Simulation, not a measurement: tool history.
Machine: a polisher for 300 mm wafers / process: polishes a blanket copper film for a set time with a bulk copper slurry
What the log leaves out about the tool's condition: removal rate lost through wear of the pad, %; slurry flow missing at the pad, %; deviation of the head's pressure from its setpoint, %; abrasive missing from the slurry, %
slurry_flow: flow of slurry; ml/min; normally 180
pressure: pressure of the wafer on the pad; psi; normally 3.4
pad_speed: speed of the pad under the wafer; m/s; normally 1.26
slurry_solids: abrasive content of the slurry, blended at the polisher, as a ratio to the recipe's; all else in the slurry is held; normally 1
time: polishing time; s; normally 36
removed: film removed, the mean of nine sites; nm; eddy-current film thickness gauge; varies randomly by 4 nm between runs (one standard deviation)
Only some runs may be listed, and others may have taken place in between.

run,day,slurry_flow,pressure,pad_speed,slurry_solids,time,wafers since the last listed run,wafers polished on this pad,hours since the slurry nozzle was cleaned,hours since the head pressure was calibrated,hours since the slurry blender was calibrated,"incoming thickness of the incoming film, nm",removed
1,0,180,3.4,1.26,1,36,0,152,199.9,836.5,95.4,2070.7,505.3
2,0.279,180,3.4,1.26,1,36,64,217,206.6,843.2,102.1,2056.7,507.2
3,0.754,180,3.4,1.26,1,36,109,326,218,854.6,113.5,2059.9,494.9
4,1.3,180,3.4,1.26,1,36,125,452,231.1,867.7,126.6,2053.8,492.3
5,1.804,180,3.4,1.26,1,36,116,568,243.2,879.8,138.7,2080.1,497.1
# day 2.5: slurry blender recalibrated
6,2.521,180,3.4,1.26,1,36,146,714,260.4,897,0.5,2069.6,483.8
7,2.942,180,3.4,1.26,1,41,97,811,270.5,907.1,10.6,2065.8,557.1
8,3.312,180,3.4,1.26,1,36,85,897,279.4,916,19.5,2098.1,483.6
9,3.783,180,3.4,1.26,0.9,36,108,1006,290.7,927.3,30.8,2060.1,480.3
10,4.367,180,3.4,1.26,1,36,134,1140,304.7,941.3,44.8,2046.7,477.3
# day 4.621: worn pad replaced by a new one
11,5.004,230,3.9,1.1,1,27,108,88,320,956.6,60.1,2052.1,380.2
# day 5.088: head pressure recalibrated
12,5.346,200,3.4,1.26,1,36,59,148,328.2,6.2,68.3,2076.5,507.5
13,5.867,180,3.4,1.48,0.8,36,120,268,340.7,18.7,80.8,2093.5,558.6
14,7.108,125,3.4,0.92,1,28,286,554,370.5,48.5,110.6,2089.1,266.6
15,7.542,180,3.4,1.26,1,36,99,654,380.9,58.9,121,2088.9,486.4
16,7.8,115,3.4,1.26,1,40,59,714,387.1,65.1,127.2,2076,512
17,8.267,180,3.4,1.26,1,36,107,822,398.3,76.3,138.4,2070.2,484.6
# day 8.758: slurry blender recalibrated
# day 8.767: slurry nozzle cleaned
18,8.788,180,3.4,0.92,1,36,98,920,0.5,88.8,0.7,2056.8,352

Run 19, settings as shown, results not yet in. Your forecast:
19,9.133,180,3.4,1.26,1,36,79,1000,8.8,97.1,9,2105.3,?

Run 19 yielded removed 479.5 nm.
With the hidden condition absent and the run-to-run variation left alone, this run would have shown removed 508.5 nm.
